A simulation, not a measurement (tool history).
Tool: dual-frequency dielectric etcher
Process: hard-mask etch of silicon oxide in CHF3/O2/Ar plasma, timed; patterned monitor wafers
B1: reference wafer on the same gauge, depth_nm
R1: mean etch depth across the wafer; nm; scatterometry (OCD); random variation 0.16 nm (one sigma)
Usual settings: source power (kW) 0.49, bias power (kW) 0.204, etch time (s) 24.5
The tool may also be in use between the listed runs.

Run 1, day 0: usual settings; B1 36.39. Result: R1 40.8 nm.
Run 2, day 0.746: usual settings; B1 36.38. Result: R1 40.97 nm.
Run 3, day 2.208: usual settings; B1 36.39. Result: R1 41 nm.
Run 4, day 2.892: usual settings; B1 36.41. Result: R1 41.17 nm.
Run 5, day 4.238: usual settings but bias power (kW) 0.186; B1 36.4. Result: R1 40.27 nm.
Run 6, day 4.804: usual settings but bias power (kW) 0.186; B1 36.4. Result: R1 39.63 nm.
Run 7, day 7.021: usual settings; B1 36.41. Result: R1 41.68 nm.
Run 8, day 7.892: usual settings; B1 36.39. Result: R1 41.61 nm.
At day 8.612: gauge calibrated.
At day 8.796: bias power generator calibrated.
At day 9.638: upper electrode replaced, of another model than before.
Run 9, day 9.658: usual settings; B1 36.41. Result: R1 41.96 nm.
Run 10, day 9.962: usual settings; B1 36.4. Result: R1 41.91 nm.
At day 10.983: wet clean of the chamber.
Run 11, day 11.183: usual settings but source power (kW) 0.39, bias power (kW) 0.185, etch time (s) 27.5; B1 36.4. Result: R1 40.86 nm.
Run 12, day 12.354: usual settings but source power (kW) 0.59, bias power (kW) 0.155, etch time (s) 18.5; B1 36.38. Result: R1 27.43 nm.
At day 12.838: source power generator calibrated.
Run 13, day 13.162: usual settings but source power (kW) 0.57, bias power (kW) 0.251, etch time (s) 29.5; B1 36.41. Result: R1 56.47 nm.
Run 14, day 14.512: usual settings but source power (kW) 0.41, bias power (kW) 0.252, etch time (s) 18; B1 36.4. Result: R1 32.2 nm.
Run 15, day 15.596: usual settings; B1 36.39. Result: R1 40.79 nm.
Run 16, day 16.775: usual settings but source power (kW) 0.57; B1 36.41. Result: R1 42.27 nm.
Run 17, day 18.179: usual settings but source power (kW) 0.53; B1 36.41. Result: R1 41.89 nm.
Run 18, day 19.025: usual settings; B1 36.39. Result: R1 40.91 nm.

5 ways to go on from here, each from the tool as it stands after run 18. What would each give?
Run A, day 19.042: usual settings but etch time (s) 31.5; B1 ?. Result: R1 ?.
Run B, day 19.042: usual settings but etch time (s) 21.5; B1 ?. Result: R1 ?.
Run C, day 19.042: usual settings but source power (kW) 0.55, bias power (kW) 0.232; B1 ?. Result: R1 ?.
Run D, day 19.042: usual settings but source power (kW) 0.46, bias power (kW) 0.191, etch time (s) 31.5; B1 ?. Result: R1 ?.
Run E, day 19.042: usual settings but source power (kW) 0.38, bias power (kW) 0.227, etch time (s) 20; B1 ?. Result: R1 ?.

run     B1     R1
  A  36.43  52.89
  B  36.43   36.1
  C  36.43  45.21
  D  36.43  50.32
  E  36.43  33.66
Without the tool's hidden state the same runs would have given:
run     R1
  A  51.91
  B  35.43
  C  44.37
  D  49.39
  E  33.03
